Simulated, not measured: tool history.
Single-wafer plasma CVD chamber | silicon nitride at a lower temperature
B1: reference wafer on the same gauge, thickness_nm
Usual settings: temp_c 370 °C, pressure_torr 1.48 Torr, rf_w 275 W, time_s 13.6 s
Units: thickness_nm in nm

{"run": 1, "hour": 0.0, "temp_c": 370, "pressure_torr": 1.48, "rf_w": 275, "time_s": 13.6, "B1": 12.304, "thickness_nm": 13.232}
{"run": 2, "hour": 26.6, "temp_c": 370, "pressure_torr": 1.48, "rf_w": 275, "time_s": 13.6, "B1": 12.303, "thickness_nm": 13.307}
{"run": 3, "hour": 59.3, "temp_c": 370, "pressure_torr": 1.48, "rf_w": 275, "time_s": 13.6, "B1": 12.286, "thickness_nm": 13.237}
{"run": 4, "hour": 89.0, "temp_c": 370, "pressure_torr": 1.48, "rf_w": 275, "time_s": 13.6, "B1": 12.291, "thickness_nm": 13.248}
{"run": 5, "hour": 102.3, "temp_c": 370, "pressure_torr": 1.48, "rf_w": 275, "time_s": 13.6, "B1": 12.307, "thickness_nm": 13.277}
{"run": 6, "hour": 117.2, "temp_c": 370, "pressure_torr": 1.73, "rf_w": 275, "time_s": 13.6, "B1": 12.293, "thickness_nm": 13.969}
{"hour": 141.7, "done": "showerhead replaced"}
{"run": 7, "hour": 145.9, "temp_c": 370, "pressure_torr": 1.73, "rf_w": 275, "time_s": 13.6, "B1": 12.295, "thickness_nm": 14.012}
{"run": 8, "hour": 160.9, "temp_c": 370, "pressure_torr": 1.73, "rf_w": 275, "time_s": 13.6, "B1": 12.31, "thickness_nm": 13.903}
{"hour": 197.2, "done": "thermocouple changed; heater temperature recalibrated"}
{"run": 9, "hour": 197.7, "temp_c": 370, "pressure_torr": 1.48, "rf_w": 275, "time_s": 13.6, "B1": 12.286, "thickness_nm": 13.259}
{"run": 10, "hour": 205.9, "temp_c": 370, "pressure_torr": 1.48, "rf_w": 275, "time_s": 13.6, "B1": 12.288, "thickness_nm": 13.255}
{"run": 11, "hour": 223.6, "temp_c": 370, "pressure_torr": 1.48, "rf_w": 275, "time_s": 13.6, "B1": 12.291, "thickness_nm": 13.222}
{"run": 12, "hour": 255.0, "temp_c": 370, "pressure_torr": 1.3, "rf_w": 275, "time_s": 13.6, "B1": 12.298, "thickness_nm": 12.639}
{"run": 13, "hour": 290.6, "temp_c": 370, "pressure_torr": 1.48, "rf_w": 275, "time_s": 13.6, "B1": 12.295, "thickness_nm": 13.228}
{"run": 14, "hour": 313.2, "temp_c": 370, "pressure_torr": 1.48, "rf_w": 275, "time_s": 13.6, "B1": 12.294, "thickness_nm": 13.241}
{"run": 15, "hour": 325.3, "temp_c": 357, "pressure_torr": 1.48, "rf_w": 325, "time_s": 12.8, "B1": 12.312, "thickness_nm": 14.611}
{"hour": 349.1, "done": "RF generator calibrated"}
{"run": 16, "hour": 349.6, "temp_c": 370, "pressure_torr": 1.48, "rf_w": 275, "time_s": 13.6, "B1": 12.295, "thickness_nm": 13.882}
{"run": 17, "hour": 365.2, "temp_c": 364, "pressure_torr": 1.13, "rf_w": 275, "time_s": 13.6, "B1": 12.293, "thickness_nm": 12.6}
{"hour": 387.1, "done": "capacitance manometer re-zeroed and calibrated"}
{"run": 18, "hour": 387.6, "temp_c": 377, "pressure_torr": 1.58, "rf_w": 260, "time_s": 12.4, "B1": 12.297, "thickness_nm": 11.985}
{"hour": 398.4, "done": "gauge calibrated"}
{"run": 19, "hour": 408.0, "temp_c": 370, "pressure_torr": 1.48, "rf_w": 275, "time_s": 13.6, "B1": 12.304, "thickness_nm": 13.666}
{"run": 20, "hour": 442.0, "temp_c": 370, "pressure_torr": 1.75, "rf_w": 245, "time_s": 13.6, "B1": 12.294, "thickness_nm": 12.801}
{"run": 21, "hour": 459.9, "temp_c": 370, "pressure_torr": 1.48, "rf_w": 235, "time_s": 16.1, "B1": 12.303, "thickness_nm": 13.66}
{"run": 22, "hour": 495.3, "temp_c": 370, "pressure_torr": 1.48, "rf_w": 240, "time_s": 11.2, "B1": 12.3, "thickness_nm": 9.738}
{"run": 23, "hour": 526.3, "temp_c": 363, "pressure_torr": 1.48, "rf_w": 300, "time_s": 13.6, "B1": 12.31, "thickness_nm": 14.805}
{"run": 24, "hour": 558.7, "temp_c": 380, "pressure_torr": 1.48, "rf_w": 260, "time_s": 13.6, "B1": 12.309, "thickness_nm": 12.729}
{"run": 25, "hour": 578.5, "temp_c": 380, "pressure_torr": 1.48, "rf_w": 260, "time_s": 13.6, "B1": 12.308, "thickness_nm": 12.767}
{"run": 26, "hour": 591.7, "temp_c": 376, "pressure_torr": 1.48, "rf_w": 310, "time_s": 13.6, "B1": 12.305, "thickness_nm": 15.129}
{"run": 27, "hour": 607.4, "temp_c": 363, "pressure_torr": 1.48, "rf_w": 300, "time_s": 13.6, "B1": 12.297, "thickness_nm": 14.773}
{"run": 28, "hour": 631.8, "temp_c": 370, "pressure_torr": 1.65, "rf_w": 275, "time_s": 13.6, "B1": 12.294, "thickness_nm": 14.099}

Forecast each of these 4 alternatives for the next run:
{"run": "A", "hour": 632.2, "temp_c": 370, "pressure_torr": 1.48, "rf_w": 275, "time_s": 13.6, "B1": "?", "thickness_nm": "?"}
{"run": "B", "hour": 632.2, "temp_c": 379, "pressure_torr": 1.35, "rf_w": 245, "time_s": 12.2, "B1": "?", "thickness_nm": "?"}
{"run": "C", "hour": 632.2, "temp_c": 380, "pressure_torr": 1.48, "rf_w": 275, "time_s": 13.6, "B1": "?", "thickness_nm": "?"}
{"run": "D", "hour": 632.2, "temp_c": 370, "pressure_torr": 1.64, "rf_w": 275, "time_s": 12.0, "B1": "?", "thickness_nm": "?"}

run=A B1=12.311 thickness_nm=13.543
run=B B1=12.311 thickness_nm=10.421
run=C B1=12.311 thickness_nm=13.495
run=D B1=12.311 thickness_nm=12.376
Without the tool's hidden state the same runs would have given:
run=A thickness_nm=13.625
run=B thickness_nm=10.487
run=C thickness_nm=13.576
run=D thickness_nm=12.453

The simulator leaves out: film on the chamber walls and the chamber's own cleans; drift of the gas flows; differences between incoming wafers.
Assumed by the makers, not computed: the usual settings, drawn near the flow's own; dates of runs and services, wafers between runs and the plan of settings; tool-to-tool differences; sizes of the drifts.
